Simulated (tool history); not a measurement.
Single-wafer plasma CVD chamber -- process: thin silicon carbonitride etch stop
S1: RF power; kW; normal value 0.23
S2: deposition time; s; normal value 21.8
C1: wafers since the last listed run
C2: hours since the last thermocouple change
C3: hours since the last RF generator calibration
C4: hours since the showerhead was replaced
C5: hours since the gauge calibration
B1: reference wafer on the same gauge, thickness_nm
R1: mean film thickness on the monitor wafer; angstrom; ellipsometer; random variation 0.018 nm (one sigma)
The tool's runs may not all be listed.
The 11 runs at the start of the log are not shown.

Run 12, day 5.588: usual settings but S2 19.3 s; C1 367; C2 2484.5; C3 2434.6; C4 3019.3; C5 355.5; B1 13.195. Result: R1 99.56 angstrom.
Run 13, day 5.904: usual settings but S2 19.3 s; C1 223; C2 2492.1; C3 2442.2; C4 3026.9; C5 363.1; B1 13.197. Result: R1 99.5 angstrom.
Run 14, day 6.221: usual settings but S1 0.26 kW, S2 19.3 s; C1 223; C2 2499.7; C3 2449.8; C4 3034.5; C5 370.7; B1 13.203. Result: R1 104.67 angstrom.
Run 15, day 6.692: usual settings; C1 332; C2 2511; C3 2461.1; C4 3045.8; C5 382; B1 13.201. Result: R1 112.61 angstrom.
Run 16, day 7.433: usual settings but S1 0.275 kW, S2 23.3 s; C1 523; C2 2528.8; C3 2478.9; C4 3063.6; C5 399.8; B1 13.198. Result: R1 128.98 angstrom.
At day 7.867: showerhead replaced.
Run 17, day 7.975: usual settings; C1 147; C2 2541.8; C3 2491.9; C4 2.6; C5 412.8; B1 13.197. Result: R1 112.53 angstrom.
Run 18, day 8.575: usual settings but S1 0.205 kW, S2 23 s; C1 423; C2 2556.2; C3 2506.3; C4 17; C5 427.2; B1 13.201. Result: R1 112.51 angstrom.
At day 9.379: RF generator calibrated.
Run 19, day 9.4: usual settings but S2 19.3 s; C1 347; C2 2576; C3 0.5; C4 36.8; C5 447; B1 13.213. Result: R1 97.81 angstrom.
Run 20, day 9.738: usual settings but S1 0.2 kW, S2 17.8 s; C1 238; C2 2584.1; C3 8.6; C4 44.9; C5 455.1; B1 13.201. Result: R1 84.95 angstrom.
Run 21, day 10.371: usual settings but S1 0.215 kW, S2 23 s; C1 447; C2 2599.3; C3 23.8; C4 60.1; C5 470.3; B1 13.194. Result: R1 113.21 angstrom.
At day 10.379: gauge calibrated.
Run 22, day 10.7: usual settings; C1 232; C2 2607.2; C3 31.7; C4 68; C5 7.7; B1 13.198. Result: R1 110.33 angstrom.
At day 11.242: thermocouple changed; heater temperature recalibrated.
Run 23, day 11.262: usual settings; C1 161; C2 0.5; C3 45.2; C4 81.5; C5 21.2; B1 13.202. Result: R1 110.21 angstrom.
Run 24, day 11.838: usual settings but S1 0.25 kW, S2 23.7 s; C1 406; C2 14.3; C3 59; C4 95.3; C5 35; B1 13.205. Result: R1 124.19 angstrom.
At day 12.554: RF generator calibrated, repeated, since the last time left the tool worse.
Run 25, day 12.575: usual settings but S1 0.26 kW; C1 285; C2 32; C3 0.5; C4 113; C5 52.7; B1 13.201. Result: R1 121.42 angstrom.
Run 26, day 13.175: usual settings but S2 18.4 s; C1 423; C2 46.4; C3 14.9; C4 127.4; C5 67.1; B1 13.191. Result: R1 97.42 angstrom.
Run 27, day 13.883: usual settings but S1 0.25 kW, S2 24.3 s; C1 500; C2 63.4; C3 31.9; C4 144.4; C5 84.1; B1 13.198. Result: R1 133.05 angstrom.
Run 28, day 14.704: usual settings but S1 0.19 kW; C1 579; C2 83.1; C3 51.6; C4 164.1; C5 103.8; B1 13.199. Result: R1 105.76 angstrom.
Run 29, day 15.438: usual settings but S1 0.26 kW, S2 19.8 s; C1 518; C2 100.7; C3 69.2; C4 181.7; C5 121.4; B1 13.211. Result: R1 110.18 angstrom.
Run 30, day 15.754: usual settings; C1 223; C2 108.3; C3 76.8; C4 189.3; C5 129; B1 13.202. Result: R1 115.19 angstrom.
Run 31, day 16.242: usual settings but S2 17.8 s; C1 344; C2 120; C3 88.5; C4 201; C5 140.7; B1 13.199. Result: R1 93.98 angstrom.
Run 32, day 16.942: usual settings but S1 0.185 kW, S2 19.9 s; C1 494; C2 136.8; C3 105.3; C4 217.8; C5 157.5; B1 13.195. Result: R1 95.57 angstrom.
Run 33, day 17.621: usual settings but S1 0.19 kW, S2 25.6 s; C1 479; C2 153.1; C3 121.6; C4 234.1; C5 173.8; B1 13.199. Result: R1 123.77 angstrom.
Run 34, day 17.871: usual settings but S1 0.205 kW; C1 176; C2 159.1; C3 127.6; C4 240.1; C5 179.8; B1 13.211. Result: R1 109.22 angstrom.

Each row is a separate what-if for the run after 34, all from the same tool condition, not one after another. Results?
Run A, day 17.888: usual settings but S1 0.215 kW; C1 11; C2 159.5; C3 128; C4 240.5; C5 180.2; B1 ?. Result: R1 ?.
Run B, day 17.888: usual settings but S1 0.2 kW, S2 24.1 s; C1 11; C2 159.5; C3 128; C4 240.5; C5 180.2; B1 ?. Result: R1 ?.
Run C, day 17.888: usual settings but S2 18.5 s; C1 11; C2 159.5; C3 128; C4 240.5; C5 180.2; B1 ?. Result: R1 ?.
Run D, day 17.888: usual settings but S1 0.195 kW, S2 19.5 s; C1 11; C2 159.5; C3 128; C4 240.5; C5 180.2; B1 ?. Result: R1 ?.
Run E, day 17.888: usual settings but S1 0.26 kW, S2 23.7 s; C1 11; C2 159.5; C3 128; C4 240.5; C5 180.2; B1 ?. Result: R1 ?.

run      B1      R1
  A  13.203  111.45
  B  13.203  119.28
  C  13.203   97.39
  D  13.203   95.39
  E  13.203  131.31
With no hidden state in the tool, these same runs would have given:
run      R1
  A  112.14
  B  120.02
  C      98
  D   95.99
  E  132.13

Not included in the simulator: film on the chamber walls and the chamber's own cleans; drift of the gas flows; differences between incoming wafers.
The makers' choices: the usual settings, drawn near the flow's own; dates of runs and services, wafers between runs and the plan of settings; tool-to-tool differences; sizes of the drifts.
